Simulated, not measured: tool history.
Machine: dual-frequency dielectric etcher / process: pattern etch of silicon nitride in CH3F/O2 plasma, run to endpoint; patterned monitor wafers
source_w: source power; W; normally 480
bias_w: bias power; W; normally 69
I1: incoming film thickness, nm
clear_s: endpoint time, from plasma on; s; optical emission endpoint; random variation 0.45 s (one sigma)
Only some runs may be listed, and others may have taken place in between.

Run 1, day 0: usual settings; I1 56.9. Result: clear_s 54.3 s.
Run 2, day 0.746: usual settings; I1 56.4. Result: clear_s 53.2 s.
Run 3, day 1.917: usual settings; I1 56.2. Result: clear_s 53.7 s.
At day 2.996: wet clean of the chamber.
Run 4, day 3.017: usual settings; I1 56.2. Result: clear_s 54.7 s.
Run 5, day 5.042: usual settings; I1 56.2. Result: clear_s 54 s.
Run 6, day 5.567: usual settings; I1 56. Result: clear_s 54.1 s.
Run 7, day 6.629: usual settings; I1 56. Result: clear_s 54.6 s.
Run 8, day 8.008: usual settings; I1 55.7. Result: clear_s 52.9 s.
Run 9, day 8.679: usual settings; I1 56.6. Result: clear_s 54.5 s.
Run 10, day 9.508: usual settings; I1 57. Result: clear_s 54.2 s.
Run 11, day 10.829: usual settings; I1 56.7. Result: clear_s 54.3 s.
Run 12, day 11.858: usual settings; I1 56.5. Result: clear_s 53 s.
Run 13, day 12.662: usual settings; I1 56.6. Result: clear_s 53.8 s.
Run 14, day 13.938: usual settings; I1 56.7. Result: clear_s 53.9 s.
At day 17.492: upper electrode replaced.
Run 15, day 17.512: usual settings; I1 56. Result: clear_s 53.1 s.
Run 16, day 17.6: usual settings but source_w 570 W, bias_w 57 W; I1 55.8. Result: clear_s 53.3 s.
At day 17.9: source power generator calibrated.
Run 17, day 18.208: usual settings but source_w 440 W, bias_w 78 W; I1 56.1. Result: clear_s 50.7 s.
Run 18, day 19.167: usual settings; I1 56.3. Result: clear_s 52.4 s.
Run 19, day 20.383: usual settings but source_w 360 W, bias_w 77 W; I1 56.5. Result: clear_s 54.3 s.
Run 20, day 20.917: usual settings but source_w 530 W, bias_w 64 W; I1 56.2. Result: clear_s 52.2 s.
At day 22.083: wet clean of the chamber.
Run 21, day 22.158: usual settings but source_w 560 W, bias_w 64 W; I1 56.4. Result: clear_s 54.5 s.
At day 23.6: bias power generator calibrated.
Run 22, day 23.621: usual settings but bias_w 53 W; I1 56.2. Result: clear_s 59.8 s.
Run 23, day 24.079: usual settings; I1 55.8. Result: clear_s 55.1 s.
Run 24, day 24.946: usual settings; I1 56.5. Result: clear_s 55 s.
Run 25, day 26.071: usual settings but bias_w 80 W; I1 55.8. Result: clear_s 50.9 s.
Run 26, day 27.5: usual settings but source_w 560 W, bias_w 79 W; I1 55.9. Result: clear_s 49.8 s.
Run 27, day 28.012: usual settings; I1 56.2. Result: clear_s 53.8 s.
Run 28, day 29.275: usual settings but source_w 400 W, bias_w 85 W; I1 55.8. Result: clear_s 51.6 s.
Run 29, day 30.212: usual settings; I1 56.1. Result: clear_s 53.9 s.
Run 30, day 31.2: usual settings but source_w 430 W, bias_w 59 W; I1 56.5. Result: clear_s 59.5 s.

List, for all runs, the conditions of the tool that the log does not record:
source power that arrives over what is set, %: 0, the same for each run
bias power that arrives over what is set, %: 0, the same for each run
H1: etch rate over this chamber's usual, %
run       H1
  1     3.35
  2     3.57
  3     3.93
  4  -0.0917
  5    0.521
  6     0.68
  7        1
  8     1.42
  9     1.62
 10     1.87
 11     2.27
 12     2.58
 13     2.83
 14     3.21
 15     4.29
 16     4.32
 17      4.5
 18     4.79
 19     5.16
 20     5.32
 21   -0.524
 22  -0.0815
 23   0.0571
 24    0.319
 25     0.66
 26     1.09
 27     1.25
 28     1.63
 29     1.91
 30     2.21
